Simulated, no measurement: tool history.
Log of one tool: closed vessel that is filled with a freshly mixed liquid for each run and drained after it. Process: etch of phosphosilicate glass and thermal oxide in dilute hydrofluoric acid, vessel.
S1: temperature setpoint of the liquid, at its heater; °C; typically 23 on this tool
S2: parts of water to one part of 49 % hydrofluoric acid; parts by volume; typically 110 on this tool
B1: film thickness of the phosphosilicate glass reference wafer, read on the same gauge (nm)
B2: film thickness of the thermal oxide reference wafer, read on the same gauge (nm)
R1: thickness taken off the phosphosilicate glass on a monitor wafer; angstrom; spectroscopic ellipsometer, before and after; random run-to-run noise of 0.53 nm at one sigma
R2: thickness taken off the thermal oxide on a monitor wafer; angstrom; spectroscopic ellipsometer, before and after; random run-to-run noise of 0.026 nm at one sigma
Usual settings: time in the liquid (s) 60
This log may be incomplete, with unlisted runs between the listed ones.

run 1 hour=0 | S1=23 S2=110 time_in_the_liquid_(s)=60 | B1=130.02 B2=50.02 | R1=592.2 R2=25.18
run 2 hour=25.2 | S1=23 S2=110 time_in_the_liquid_(s)=60 | B1=130.01 B2=50.011 | R1=595.2 R2=25.01
run 3 hour=81.8 | S1=23 S2=110 time_in_the_liquid_(s)=60 | B1=130.01 B2=49.955 | R1=594.8 R2=25.85
run 4 hour=110.3 | S1=23 S2=110 time_in_the_liquid_(s)=60 | B1=129.98 B2=50.001 | R1=592.8 R2=25.4
run 5 hour=151.1 | S1=23 S2=110 time_in_the_liquid_(s)=60 | B1=130 B2=50.015 | R1=600.1 R2=25.08
run 6 hour=222.7 | S1=23 S2=110 time_in_the_liquid_(s)=60 | B1=130 B2=49.953 | R1=601.6 R2=25.68
run 7 hour=252.5 | S1=23 S2=110 time_in_the_liquid_(s)=60 | B1=130.01 B2=50.004 | R1=588.9 R2=25.73
run 8 hour=453.1 | S1=23 S2=110 time_in_the_liquid_(s)=60 | B1=129.98 B2=50.02 | R1=593.6 R2=25.33
run 9 hour=499.5 | S1=23 S2=110 time_in_the_liquid_(s)=60 | B1=130.02 B2=50.067 | R1=598.8 R2=25.64
-- hour=513.5 hydrofluoric acid flow meter replaced
run 10 hour=562.3 | S1=23 S2=110 time_in_the_liquid_(s)=60 | B1=130.02 B2=50.038 | R1=607.9 R2=26.16
-- hour=565.2 gauge calibrated
run 11 hour=607.4 | S1=23 S2=110 time_in_the_liquid_(s)=60 | B1=129.99 B2=49.97 | R1=601.8 R2=25.34
run 12 hour=671 | S1=23 S2=110 time_in_the_liquid_(s)=60 | B1=129.97 B2=49.992 | R1=605 R2=25.92
run 13 hour=707.1 | S1=23 S2=110 time_in_the_liquid_(s)=60 | B1=130.02 B2=49.998 | R1=609 R2=25.91
-- hour=715.8 thermometer replaced
run 14 hour=746.1 | S1=23 S2=110 time_in_the_liquid_(s)=60 | B1=130.01 B2=50.03 | R1=638.3 R2=26.97
run 15 hour=783.6 | S1=19.5 S2=110 time_in_the_liquid_(s)=60 | B1=130.01 B2=50.042 | R1=560.1 R2=24.02
run 16 hour=845.8 | S1=23 S2=60 time_in_the_liquid_(s)=60 | B1=130 B2=49.968 | R1=1265.4 R2=52.28
run 17 hour=879.3 | S1=19 S2=75 time_in_the_liquid_(s)=90 | B1=130.01 B2=50.001 | R1=1253.1 R2=53.69
run 18 hour=948.1 | S1=23 S2=80 time_in_the_liquid_(s)=70 | B1=130 B2=49.962 | R1=1077.5 R2=46.22
run 19 hour=999.9 | S1=20 S2=110 time_in_the_liquid_(s)=60 | B1=130.03 B2=50.041 | R1=590.6 R2=24.66
-- hour=1043.7 thermometer replaced, repeated, since the last time left the tool worse
run 20 hour=1051.7 | S1=23 S2=110 time_in_the_liquid_(s)=60 | B1=130.01 B2=49.97 | R1=577.4 R2=24.5
run 21 hour=1097 | S1=25.5 S2=135 time_in_the_liquid_(s)=50 | B1=130 B2=50.037 | R1=420.6 R2=17.75
run 22 hour=1122.4 | S1=23 S2=110 time_in_the_liquid_(s)=60 | B1=130.02 B2=49.988 | R1=578.7 R2=24.48
run 23 hour=1177.1 | S1=23 S2=110 time_in_the_liquid_(s)=75 | B1=130.01 B2=49.982 | R1=721.3 R2=30.53
run 24 hour=1221.7 | S1=25.5 S2=80 time_in_the_liquid_(s)=35 | B1=129.97 B2=50.033 | R1=535.2 R2=22.69
run 25 hour=1282 | S1=23 S2=70 time_in_the_liquid_(s)=60 | B1=129.98 B2=49.98 | R1=970.3 R2=40.98
run 26 hour=1341.5 | S1=23 S2=80 time_in_the_liquid_(s)=40 | B1=129.99 B2=49.992 | R1=568.8 R2=23.38

Below, each run's measurement less what the same run would have read without the hidden state. Both values contain the same run-to-run variation, but the gauge's scatter may not be the same in both:
What the log doesn't record here: liquid hotter than its thermometer reads (K); hydrofluoric acid flow above the setpoint (%); gauge reads high (%).
run=1 R1=+17.5 R2=+0.75
run=2 R1=+18.3 R2=+0.77
run=3 R1=+19.6 R2=+0.85
run=4 R1=+20.3 R2=+0.87
run=5 R1=+21.7 R2=+0.9
run=6 R1=+23.5 R2=+1
run=7 R1=+23.7 R2=+1.04
run=8 R1=+28.8 R2=+1.23
run=9 R1=+30.2 R2=+1.3
run=10 R1=+32.2 R2=+1.38
run=11 R1=+33 R2=+1.39
run=12 R1=+34.8 R2=+1.49
run=13 R1=+35.8 R2=+1.53
run=14 R1=+69.2 R2=+2.92
run=15 R1=+63.4 R2=+2.71
run=16 R1=+147.2 R2=+6.07
run=17 R1=+150.1 R2=+6.43
run=18 R1=+127.6 R2=+5.48
run=19 R1=+71.5 R2=+2.99
run=20 R1=+3.9 R2=+0.17
run=21 R1=+3.5 R2=+0.15
run=22 R1=+5.7 R2=+0.24
run=23 R1=+8.8 R2=+0.38
run=24 R1=+7.6 R2=+0.32
run=25 R1=+16.9 R2=+0.72
run=26 R1=+11.4 R2=+0.47

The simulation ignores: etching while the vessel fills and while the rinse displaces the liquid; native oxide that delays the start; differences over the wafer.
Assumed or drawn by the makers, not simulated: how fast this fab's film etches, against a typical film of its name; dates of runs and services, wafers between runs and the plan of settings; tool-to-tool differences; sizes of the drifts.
